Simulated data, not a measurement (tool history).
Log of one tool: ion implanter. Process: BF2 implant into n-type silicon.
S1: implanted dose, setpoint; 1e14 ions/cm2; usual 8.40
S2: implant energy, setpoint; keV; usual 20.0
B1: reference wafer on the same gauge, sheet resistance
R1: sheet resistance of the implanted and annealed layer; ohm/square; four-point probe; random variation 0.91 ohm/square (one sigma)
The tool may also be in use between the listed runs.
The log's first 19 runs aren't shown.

run	day	S1	S2	B1	R1
20	44.962	7.57	25.5	232.01	201.25
21	46.629	8.40	24.5	232.32	194.56
22	49.238	7.35	13.5	232.14	256.99
# day 50.446: Faraday cup replaced and dose calibrated
23	50.938	8.40	20.0	232.08	209.84
24	52.417	7.10	18.0	232.05	233.29
# day 53.696: gauge calibrated
25	55.400	10.31	14.5	232.17	225.91
26	56.533	9.33	25.5	231.86	182.30
27	59.417	7.57	26.0	232.04	198.80
28	61.938	8.40	20.0	231.91	208.86
29	64.796	8.40	20.0	231.63	210.32
30	66.675	8.40	15.5	231.72	230.98
31	68.917	6.13	16.5	232.10	256.97
32	71.692	8.40	20.0	231.94	208.25
33	73.371	10.74	20.0	231.87	191.98
34	75.008	6.54	23.0	232.09	225.62
35	76.896	8.40	15.0	232.26	236.48
36	80.517	10.83	23.5	232.02	178.58
37	82.250	6.13	25.5	231.92	228.71

Forecast each of these 4 alternatives for the next run:
A	82.267	8.40	20.0	?	?
B	82.267	8.40	18.0	?	?
C	82.267	6.59	16.0	?	?
D	82.267	10.50	24.0	?	?

run	B1	R1
A	232.18	209.37
B	232.18	218.37
C	232.18	252.41
D	232.18	178.23
Without the tool's hidden state the same runs would have given:
run	R1
A	209.37
B	218.37
C	252.41
D	178.23

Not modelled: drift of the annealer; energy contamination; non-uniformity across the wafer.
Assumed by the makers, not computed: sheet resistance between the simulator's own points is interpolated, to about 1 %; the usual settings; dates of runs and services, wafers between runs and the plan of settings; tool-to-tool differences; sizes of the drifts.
